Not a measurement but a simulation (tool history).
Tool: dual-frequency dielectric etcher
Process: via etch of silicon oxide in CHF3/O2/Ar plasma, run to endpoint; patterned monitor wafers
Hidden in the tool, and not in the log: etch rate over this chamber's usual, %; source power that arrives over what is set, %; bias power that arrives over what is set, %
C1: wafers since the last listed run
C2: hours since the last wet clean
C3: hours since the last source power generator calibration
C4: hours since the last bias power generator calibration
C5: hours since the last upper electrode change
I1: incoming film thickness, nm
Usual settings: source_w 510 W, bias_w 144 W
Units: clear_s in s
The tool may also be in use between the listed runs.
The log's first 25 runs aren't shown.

-- hour=711.8 wet clean of the chamber
run 26 hour=712.3 | source_w=460 bias_w=169 | C1=153 C2=0.5 C3=116.3 C4=113 C5=270.2 | I1=732.8 | clear_s=387.7
run 27 hour=724.7 | source_w=510 bias_w=144 | C1=67 C2=12.9 C3=128.7 C4=125.4 C5=282.6 | I1=725.2 | clear_s=397.5
run 28 hour=741.4 | source_w=510 bias_w=144 | C1=90 C2=29.6 C3=145.4 C4=142.1 C5=299.3 | I1=722.9 | clear_s=394.7
run 29 hour=754.6 | source_w=510 bias_w=144 | C1=71 C2=42.8 C3=158.6 C4=155.3 C5=312.5 | I1=735.9 | clear_s=404
run 30 hour=783.5 | source_w=510 bias_w=144 | C1=156 C2=71.7 C3=187.5 C4=184.2 C5=341.4 | I1=734.9 | clear_s=401.2
run 31 hour=803 | source_w=590 bias_w=117 | C1=105 C2=91.2 C3=207 C4=203.7 C5=360.9 | I1=728.6 | clear_s=414.4
run 32 hour=821.2 | source_w=590 bias_w=133 | C1=98 C2=109.4 C3=225.2 C4=221.9 C5=379.1 | I1=735 | clear_s=395.1
run 33 hour=842.6 | source_w=560 bias_w=127 | C1=115 C2=130.8 C3=246.6 C4=243.3 C5=400.5 | I1=725.4 | clear_s=405.3
run 34 hour=859.8 | source_w=620 bias_w=117 | C1=93 C2=148 C3=263.8 C4=260.5 C5=417.7 | I1=735.4 | clear_s=407.6
run 35 hour=890.1 | source_w=510 bias_w=144 | C1=164 C2=178.3 C3=294.1 C4=290.8 C5=448 | I1=735 | clear_s=398.3

Forecast each of these 3 alternatives for the next run:
run A hour=890.6 | source_w=510 bias_w=179 | C1=2 C2=178.8 C3=294.6 C4=291.3 C5=448.5 | I1=730.6 | clear_s=?
run B hour=890.6 | source_w=450 bias_w=132 | C1=2 C2=178.8 C3=294.6 C4=291.3 C5=448.5 | I1=730.6 | clear_s=?
run C hour=890.6 | source_w=390 bias_w=109 | C1=2 C2=178.8 C3=294.6 C4=291.3 C5=448.5 | I1=730.6 | clear_s=?

run=A clear_s=360.8
run=B clear_s=429.4
run=C clear_s=490.3
Without the tool's hidden state the same runs would have given:
run=A clear_s=364.2
run=B clear_s=433.4
run=C clear_s=495
